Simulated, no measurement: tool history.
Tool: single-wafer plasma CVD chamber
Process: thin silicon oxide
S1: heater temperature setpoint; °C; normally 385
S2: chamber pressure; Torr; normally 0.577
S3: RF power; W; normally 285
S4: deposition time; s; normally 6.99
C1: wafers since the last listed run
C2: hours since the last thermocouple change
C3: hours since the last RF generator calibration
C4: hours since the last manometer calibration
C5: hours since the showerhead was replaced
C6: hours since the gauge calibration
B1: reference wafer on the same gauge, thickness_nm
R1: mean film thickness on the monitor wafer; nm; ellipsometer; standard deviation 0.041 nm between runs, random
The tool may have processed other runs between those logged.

run	day	S1	S2	S3	S4	C1	C2	C3	C4	C5	C6	B1	R1
1	0.000	385	0.645	310	6.99	0	1215.7	1072.3	1319.8	6358.4	90.3	7.972	11.476
2	3.912	385	0.645	310	6.99	1882	1309.6	1166.2	1413.7	6452.3	184.2	7.989	11.495
# day 4.283: capacitance manometer re-zeroed and calibrated
3	7.804	385	0.577	285	6.99	1712	1403.0	1259.6	84.5	6545.7	277.6	8.008	10.006
4	10.808	385	0.577	285	6.99	1445	1475.1	1331.7	156.6	6617.8	349.7	8.032	10.035
5	14.408	385	0.577	285	6.99	1732	1561.5	1418.1	243.0	6704.2	436.1	8.053	10.038
6	15.908	395	0.577	285	6.99	721	1597.5	1454.1	279.0	6740.2	472.1	8.057	10.033
7	19.488	395	0.577	285	6.99	1722	1683.4	1540.0	364.9	6826.1	558.0	8.075	10.033
8	21.979	395	0.577	285	6.99	1199	1743.2	1599.8	424.7	6885.9	617.8	8.077	10.099
9	25.058	381	0.577	285	6.99	1481	1817.1	1673.7	498.6	6959.8	691.7	8.099	10.086
10	28.217	381	0.577	285	6.99	1519	1892.9	1749.5	574.4	7035.6	767.5	8.138	10.199
11	31.692	385	0.577	285	6.99	1672	1976.3	1832.9	657.8	7119.0	850.9	8.152	10.138
12	33.792	385	0.577	285	6.99	1010	2026.7	1883.3	708.2	7169.4	901.3	8.148	10.204
13	36.054	378	0.577	285	8.10	1088	2081.0	1937.6	762.5	7223.7	955.6	8.147	11.853
# day 38.221: showerhead replaced
14	40.096	378	0.577	285	8.10	1784	2178.0	2034.6	859.5	45.0	1052.6	8.181	11.848
15	44.246	385	0.577	285	6.99	1997	2277.6	2134.2	959.1	144.6	1152.2	8.202	10.258
16	47.396	397	0.618	285	6.17	1515	2353.2	2209.8	1034.7	220.2	1227.8	8.225	9.605
# day 48.854: RF generator calibrated
17	49.200	391	0.694	285	5.93	707	2396.5	8.3	1078.0	263.5	1271.1	8.235	10.402
18	51.012	392	0.577	235	5.78	872	2440.0	51.8	1121.5	307.0	1314.6	8.252	7.840
19	54.442	374	0.577	285	6.99	1650	2522.3	134.1	1203.8	389.3	1396.9	8.251	10.466
# day 64.242: thermocouple changed; heater temperature recalibrated
# day 64.454: capacitance manometer re-zeroed and calibrated
20	64.475	385	0.467	260	6.99	4565	5.6	374.9	0.5	630.1	1637.7	8.305	8.057
21	66.117	381	0.577	285	6.99	790	45.0	414.3	39.9	669.5	1677.1	8.294	10.375
22	68.162	385	0.659	285	5.90	984	94.1	463.4	89.0	718.6	1726.2	8.327	9.980
23	70.888	397	0.618	285	6.17	1311	159.5	528.8	154.4	784.0	1791.6	8.339	9.744
# day 71.642: gauge calibrated
24	75.100	385	0.617	335	6.99	2027	260.6	629.9	255.5	885.1	83.0	7.912	11.135
25	81.571	385	0.577	285	6.99	3113	415.9	785.2	410.8	1040.4	238.3	7.937	9.888
26	85.283	385	0.577	260	7.41	1786	505.0	874.3	499.9	1129.5	327.4	7.953	10.142
27	88.208	385	0.577	285	6.99	1407	575.2	944.5	570.1	1199.7	397.6	7.974	9.979
28	90.862	371	0.508	270	7.53	1277	638.9	1008.2	633.8	1263.4	461.3	7.974	9.320

Predict each of these 4 candidate next runs independently; none follows another, all start after run 28:
A	90.879	380	0.577	285	6.99	8	639.3	1008.6	634.2	1263.8	461.7	?	?
B	90.879	385	0.667	235	6.58	8	639.3	1008.6	634.2	1263.8	461.7	?	?
C	90.879	375	0.644	255	6.41	8	639.3	1008.6	634.2	1263.8	461.7	?	?
D	90.879	391	0.577	265	6.99	8	639.3	1008.6	634.2	1263.8	461.7	?	?

run	B1	R1
A	7.986	9.961
B	7.986	10.021
C	7.986	9.791
D	7.986	9.631
Take away the tool's hidden state, keep each run's random variation, and the runs would have read:
run	R1
A	9.856
B	9.916
C	9.688
D	9.529

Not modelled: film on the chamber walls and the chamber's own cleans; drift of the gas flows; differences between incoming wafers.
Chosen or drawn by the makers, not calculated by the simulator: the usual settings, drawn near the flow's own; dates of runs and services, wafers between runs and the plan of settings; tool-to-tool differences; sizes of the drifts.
